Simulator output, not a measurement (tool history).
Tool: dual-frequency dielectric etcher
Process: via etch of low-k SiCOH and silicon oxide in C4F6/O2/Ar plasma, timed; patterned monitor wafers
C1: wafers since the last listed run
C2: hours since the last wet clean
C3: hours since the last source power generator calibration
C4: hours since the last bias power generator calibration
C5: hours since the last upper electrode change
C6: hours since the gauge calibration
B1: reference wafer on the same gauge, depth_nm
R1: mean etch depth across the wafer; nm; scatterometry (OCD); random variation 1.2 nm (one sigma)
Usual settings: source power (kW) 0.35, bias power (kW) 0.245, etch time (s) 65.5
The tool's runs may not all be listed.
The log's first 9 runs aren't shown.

{"run": 10, "hour": 225.9, "source power (kW)": 0.35, "bias power (kW)": 0.245, "etch time (s)": 71, "C1": 249, "C2": 176.8, "C3": 3291.2, "C4": 1406.5, "C5": 4390.7, "C6": 487.5, "B1": 151.9, "R1": 204.7}
{"run": 11, "hour": 260.8, "source power (kW)": 0.35, "bias power (kW)": 0.245, "etch time (s)": 71, "C1": 295, "C2": 211.7, "C3": 3326.1, "C4": 1441.4, "C5": 4425.6, "C6": 522.4, "B1": 151.9, "R1": 203}
{"run": 12, "hour": 283.9, "source power (kW)": 0.35, "bias power (kW)": 0.245, "etch time (s)": 53, "C1": 195, "C2": 234.8, "C3": 3349.2, "C4": 1464.5, "C5": 4448.7, "C6": 545.5, "B1": 152, "R1": 152.4}
{"run": 13, "hour": 307.4, "source power (kW)": 0.39, "bias power (kW)": 0.2, "etch time (s)": 65.5, "C1": 198, "C2": 258.3, "C3": 3372.7, "C4": 1488, "C5": 4472.2, "C6": 569, "B1": 152.3, "R1": 181.2}
{"run": 14, "hour": 343.2, "source power (kW)": 0.39, "bias power (kW)": 0.2, "etch time (s)": 65.5, "C1": 303, "C2": 294.1, "C3": 3408.5, "C4": 1523.8, "C5": 4508, "C6": 604.8, "B1": 152, "R1": 180.6}
{"run": 15, "hour": 365.0, "source power (kW)": 0.35, "bias power (kW)": 0.245, "etch time (s)": 65.5, "C1": 184, "C2": 315.9, "C3": 3430.3, "C4": 1545.6, "C5": 4529.8, "C6": 626.6, "B1": 152, "R1": 190.3}
{"run": 16, "hour": 389.8, "source power (kW)": 0.35, "bias power (kW)": 0.266, "etch time (s)": 55, "C1": 209, "C2": 340.7, "C3": 3455.1, "C4": 1570.4, "C5": 4554.6, "C6": 651.4, "B1": 152.2, "R1": 167.4}
{"hour": 408.8, "done": "bias power generator calibrated"}
{"run": 17, "hour": 421.3, "source power (kW)": 0.35, "bias power (kW)": 0.245, "etch time (s)": 65.5, "C1": 232, "C2": 372.2, "C3": 3486.6, "C4": 12.5, "C5": 4586.1, "C6": 682.9, "B1": 151.8, "R1": 193.4}
{"hour": 443.7, "done": "source power generator calibrated"}
{"run": 18, "hour": 444.4, "source power (kW)": 0.39, "bias power (kW)": 0.201, "etch time (s)": 55.5, "C1": 161, "C2": 395.3, "C3": 0.7, "C4": 35.6, "C5": 4609.2, "C6": 706, "B1": 151.8, "R1": 155.4}
{"hour": 451.7, "done": "gauge calibrated"}
{"run": 19, "hour": 458.8, "source power (kW)": 0.35, "bias power (kW)": 0.245, "etch time (s)": 65.5, "C1": 121, "C2": 409.7, "C3": 15.1, "C4": 50, "C5": 4623.6, "C6": 7.1, "B1": 152, "R1": 192.9}
{"hour": 489.0, "done": "wet clean of the chamber"}
{"run": 20, "hour": 489.5, "source power (kW)": 0.29, "bias power (kW)": 0.19, "etch time (s)": 71, "C1": 56, "C2": 0.5, "C3": 45.8, "C4": 80.7, "C5": 4654.3, "C6": 37.8, "B1": 152, "R1": 171.2}
{"run": 21, "hour": 507.6, "source power (kW)": 0.35, "bias power (kW)": 0.261, "etch time (s)": 77.5, "C1": 153, "C2": 18.6, "C3": 63.9, "C4": 98.8, "C5": 4672.4, "C6": 55.9, "B1": 151.9, "R1": 222.5}
{"run": 22, "hour": 527.7, "source power (kW)": 0.4, "bias power (kW)": 0.271, "etch time (s)": 60, "C1": 170, "C2": 38.7, "C3": 84, "C4": 118.9, "C5": 4692.5, "C6": 76, "B1": 152.3, "R1": 180.7}
{"run": 23, "hour": 556.8, "source power (kW)": 0.38, "bias power (kW)": 0.296, "etch time (s)": 77.5, "C1": 246, "C2": 67.8, "C3": 113.1, "C4": 148, "C5": 4721.6, "C6": 105.1, "B1": 151.9, "R1": 242.1}
{"run": 24, "hour": 592.5, "source power (kW)": 0.41, "bias power (kW)": 0.245, "etch time (s)": 77.5, "C1": 302, "C2": 103.5, "C3": 148.8, "C4": 183.7, "C5": 4757.3, "C6": 140.8, "B1": 151.8, "R1": 230.9}
{"hour": 621.5, "done": "upper electrode replaced"}
{"run": 25, "hour": 625.7, "source power (kW)": 0.28, "bias power (kW)": 0.221, "etch time (s)": 65.5, "C1": 77, "C2": 136.7, "C3": 182, "C4": 216.9, "C5": 4.2, "C6": 174, "B1": 151.8, "R1": 169.8}
{"run": 26, "hour": 653.3, "source power (kW)": 0.35, "bias power (kW)": 0.204, "etch time (s)": 65.5, "C1": 233, "C2": 164.3, "C3": 209.6, "C4": 244.5, "C5": 31.8, "C6": 201.6, "B1": 152.4, "R1": 173.9}
{"run": 27, "hour": 681.1, "source power (kW)": 0.35, "bias power (kW)": 0.229, "etch time (s)": 49, "C1": 235, "C2": 192.1, "C3": 237.4, "C4": 272.3, "C5": 59.6, "C6": 229.4, "B1": 151.9, "R1": 136.5}
{"run": 28, "hour": 748.1, "source power (kW)": 0.35, "bias power (kW)": 0.26, "etch time (s)": 65.5, "C1": 567, "C2": 259.1, "C3": 304.4, "C4": 339.3, "C5": 126.6, "C6": 296.4, "B1": 152.1, "R1": 196}
{"run": 29, "hour": 784.0, "source power (kW)": 0.26, "bias power (kW)": 0.216, "etch time (s)": 81, "C1": 303, "C2": 295, "C3": 340.3, "C4": 375.2, "C5": 162.5, "C6": 332.3, "B1": 152.1, "R1": 206.1}
{"run": 30, "hour": 809.0, "source power (kW)": 0.35, "bias power (kW)": 0.192, "etch time (s)": 58.5, "C1": 211, "C2": 320, "C3": 365.3, "C4": 400.2, "C5": 187.5, "C6": 357.3, "B1": 152, "R1": 156.9}

4 ways to go on from here, each from the tool as it stands after run 30. What would each give?
{"run": "A", "hour": 809.4, "source power (kW)": 0.35, "bias power (kW)": 0.245, "etch time (s)": 65.5, "C1": 3, "C2": 320.4, "C3": 365.7, "C4": 400.6, "C5": 187.9, "C6": 357.7, "B1": "?", "R1": "?"}
{"run": "B", "hour": 809.4, "source power (kW)": 0.29, "bias power (kW)": 0.245, "etch time (s)": 80.5, "C1": 3, "C2": 320.4, "C3": 365.7, "C4": 400.6, "C5": 187.9, "C6": 357.7, "B1": "?", "R1": "?"}
{"run": "C", "hour": 809.4, "source power (kW)": 0.32, "bias power (kW)": 0.276, "etch time (s)": 82, "C1": 3, "C2": 320.4, "C3": 365.7, "C4": 400.6, "C5": 187.9, "C6": 357.7, "B1": "?", "R1": "?"}
{"run": "D", "hour": 809.4, "source power (kW)": 0.42, "bias power (kW)": 0.245, "etch time (s)": 65.5, "C1": 3, "C2": 320.4, "C3": 365.7, "C4": 400.6, "C5": 187.9, "C6": 357.7, "B1": "?", "R1": "?"}

run=A B1=151.9 R1=190.6
run=B B1=151.9 R1=222.8
run=C B1=151.9 R1=244.6
run=D B1=151.9 R1=200.6
Without the tool's hidden state the same runs would have given:
run=A R1=182.5
run=B R1=213.4
run=C R1=234.2
run=D R1=192.2
